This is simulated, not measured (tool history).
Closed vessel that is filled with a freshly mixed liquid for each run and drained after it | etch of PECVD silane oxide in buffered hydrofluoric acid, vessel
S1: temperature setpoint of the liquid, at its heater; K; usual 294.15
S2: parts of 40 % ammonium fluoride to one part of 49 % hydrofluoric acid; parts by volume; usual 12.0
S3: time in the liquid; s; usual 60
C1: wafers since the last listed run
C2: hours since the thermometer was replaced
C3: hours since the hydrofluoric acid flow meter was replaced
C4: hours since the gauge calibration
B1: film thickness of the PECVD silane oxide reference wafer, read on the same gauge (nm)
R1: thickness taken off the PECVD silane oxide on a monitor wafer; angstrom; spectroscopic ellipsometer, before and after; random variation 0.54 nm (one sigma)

run 1 hour=0.0 | S1=294.15 S2=12.0 S3=60 | C1=0 C2=441.5 C3=244.0 C4=455.7 | B1=120.04 | R1=972.9
run 2 hour=24.8 | S1=294.15 S2=12.0 S3=60 | C1=2539 C2=466.3 C3=268.8 C4=480.5 | B1=119.96 | R1=967.4
run 3 hour=42.1 | S1=294.15 S2=12.0 S3=60 | C1=1771 C2=483.6 C3=286.1 C4=497.8 | B1=120.00 | R1=972.5
run 4 hour=59.0 | S1=294.15 S2=12.0 S3=60 | C1=1730 C2=500.5 C3=303.0 C4=514.7 | B1=119.95 | R1=975.8
run 5 hour=102.0 | S1=295.65 S2=12.0 S3=60 | C1=4403 C2=543.5 C3=346.0 C4=557.7 | B1=120.02 | R1=1052.2
run 6 hour=125.5 | S1=295.65 S2=12.0 S3=60 | C1=2406 C2=567.0 C3=369.5 C4=581.2 | B1=119.99 | R1=1048.1
run 7 hour=139.8 | S1=294.15 S2=12.0 S3=60 | C1=1464 C2=581.3 C3=383.8 C4=595.5 | B1=120.05 | R1=965.2
run 8 hour=173.3 | S1=294.15 S2=12.0 S3=60 | C1=3430 C2=614.8 C3=417.3 C4=629.0 | B1=120.01 | R1=956.8
run 9 hour=203.6 | S1=294.15 S2=12.0 S3=60 | C1=3102 C2=645.1 C3=447.6 C4=659.3 | B1=120.01 | R1=960.7
run 10 hour=238.0 | S1=294.15 S2=12.0 S3=60 | C1=3522 C2=679.5 C3=482.0 C4=693.7 | B1=120.01 | R1=953.6
run 11 hour=254.3 | S1=294.15 S2=12.0 S3=60 | C1=1669 C2=695.8 C3=498.3 C4=710.0 | B1=119.99 | R1=950.6
run 12 hour=269.7 | S1=294.15 S2=12.0 S3=60 | C1=1577 C2=711.2 C3=513.7 C4=725.4 | B1=119.99 | R1=949.7
-- hour=272.4 gauge calibrated
run 13 hour=288.5 | S1=294.15 S2=12.0 S3=60 | C1=1925 C2=730.0 C3=532.5 C4=16.1 | B1=120.00 | R1=955.1
run 14 hour=304.7 | S1=294.15 S2=12.0 S3=60 | C1=1658 C2=746.2 C3=548.7 C4=32.3 | B1=119.99 | R1=960.2
run 15 hour=324.5 | S1=294.15 S2=12.0 S3=60 | C1=2027 C2=766.0 C3=568.5 C4=52.1 | B1=119.97 | R1=958.7
run 16 hour=344.4 | S1=290.65 S2=8.5 S3=30 | C1=2037 C2=785.9 C3=588.4 C4=72.0 | B1=120.01 | R1=522.0
run 17 hour=360.0 | S1=294.15 S2=12.0 S3=75 | C1=1597 C2=801.5 C3=604.0 C4=87.6 | B1=120.00 | R1=1180.1
run 18 hour=374.3 | S1=294.15 S2=12.0 S3=70 | C1=1464 C2=815.8 C3=618.3 C4=101.9 | B1=120.00 | R1=1107.1
-- hour=404.4 thermometer replaced
run 19 hour=405.1 | S1=294.15 S2=12.0 S3=60 | C1=3051 C2=0.7 C3=649.1 C4=132.7 | B1=120.00 | R1=939.8

Run 20 comes next. What will it give?
run 20 hour=437.8 | S1=294.15 S2=12.0 S3=60 | C1=3348 C2=33.4 C3=681.8 C4=165.4 | B1=? | R1=?

Run 20 gave B1 120.01, R1 926.7 angstrom.
Without the tool's hidden state the same run would have given R1 994.5 angstrom.
